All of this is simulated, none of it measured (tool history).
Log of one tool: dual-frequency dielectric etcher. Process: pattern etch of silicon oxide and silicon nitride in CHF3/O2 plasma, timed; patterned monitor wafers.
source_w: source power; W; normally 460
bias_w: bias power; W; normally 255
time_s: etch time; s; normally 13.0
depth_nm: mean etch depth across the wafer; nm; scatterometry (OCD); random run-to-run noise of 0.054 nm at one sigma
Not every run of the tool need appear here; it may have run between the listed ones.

run	hour	source_w	bias_w	time_s	wafers since the last listed run	hours since the last wet clean	hours since the last source power generator calibration	hours since the last bias power generator calibration	hours since the last upper electrode change	hours since the gauge calibration	read-back reference wafer on the same gauge, depth_nm	depth_nm
1	0.0	460	255	13.0	0	347.0	2958.1	1665.6	2934.7	577.5	21.93	20.04
2	52.2	460	255	13.0	1241	399.2	3010.3	1717.8	2986.9	629.7	21.89	19.97
3	162.6	460	255	13.0	2625	509.6	3120.7	1828.2	3097.3	740.1	21.92	20.03
# hour 196.0: bias power generator calibrated
4	199.1	460	255	13.0	773	546.1	3157.2	3.1	3133.8	776.6	21.90	20.02
# hour 277.7: wet clean of the chamber
5	288.2	460	255	13.0	1548	10.5	3246.3	92.2	3222.9	865.7	21.89	20.01
6	329.3	530	255	13.0	977	51.6	3287.4	133.3	3264.0	906.8	21.90	20.91
7	434.4	430	255	13.0	2499	156.7	3392.5	238.4	3369.1	1011.9	21.91	19.63
8	665.9	430	255	13.0	5506	388.2	3624.0	469.9	3600.6	1243.4	21.91	19.65
9	717.2	460	218	13.0	1220	439.5	3675.3	521.2	3651.9	1294.7	21.92	19.06
10	798.6	460	196	13.0	1936	520.9	3756.7	602.6	3733.3	1376.1	21.90	18.58
11	847.4	490	319	14.5	1160	569.7	3805.5	651.4	3782.1	1424.9	21.91	24.32
# hour 866.2: source power generator calibrated
# hour 875.1: wet clean of the chamber
12	912.9	580	196	13.0	1252	37.8	46.7	716.9	3847.6	1490.4	21.91	19.98
13	977.2	400	291	12.0	1529	102.1	111.0	781.2	3911.9	1554.7	21.88	18.35
# hour 1063.8: upper electrode replaced
14	1084.9	460	255	13.0	1990	209.8	218.7	888.9	21.1	1662.4	21.90	19.99
15	1135.7	340	301	10.5	1208	260.6	269.5	939.7	71.9	1713.2	21.90	15.53
16	1234.5	460	255	13.0	2350	359.4	368.3	1038.5	170.7	1812.0	21.88	20.02
17	1306.6	370	235	13.0	1714	431.5	440.4	1110.6	242.8	1884.1	21.92	18.34
# hour 1351.8: gauge calibrated
# hour 1380.5: wet clean of the chamber
18	1413.3	460	255	13.0	1967	32.8	547.1	1217.3	349.5	61.5	21.89	19.89
19	1469.1	360	255	13.0	1327	88.6	602.9	1273.1	405.3	117.3	21.90	18.56
20	1523.0	460	255	13.0	1282	142.5	656.8	1327.0	459.2	171.2	21.90	19.95
21	1619.1	460	255	13.0	2285	238.6	752.9	1423.1	555.3	267.3	21.89	19.91
22	1681.2	570	255	13.0	1477	300.7	815.0	1485.2	617.4	329.4	21.90	21.30
23	1783.1	460	255	13.0	2423	402.6	916.9	1587.1	719.3	431.3	21.89	19.99
24	1822.5	570	255	13.0	937	442.0	956.3	1626.5	758.7	470.7	21.88	21.34
25	1868.0	420	255	13.0	1082	487.5	1001.8	1672.0	804.2	516.2	21.91	19.42
26	1947.0	540	212	11.0	1879	566.5	1080.8	1751.0	883.2	595.2	21.89	16.96
# hour 2007.7: bias power generator calibrated
# hour 2013.3: wet clean of the chamber
27	2013.8	390	300	13.0	1361	0.5	1147.6	6.1	950.0	662.0	21.89	20.03
28	2092.6	380	214	14.0	1874	79.3	1226.4	84.9	1028.8	740.8	21.92	19.40

Give the tool's hidden conditions for every run:
etch rate over this chamber's usual, %: 0, the same for each run
source power that arrives over what is set, %: 0, the same for each run
bias power that arrives over what is set, %: 0, the same for each run
gauge reads high (%): 0, the same for each run
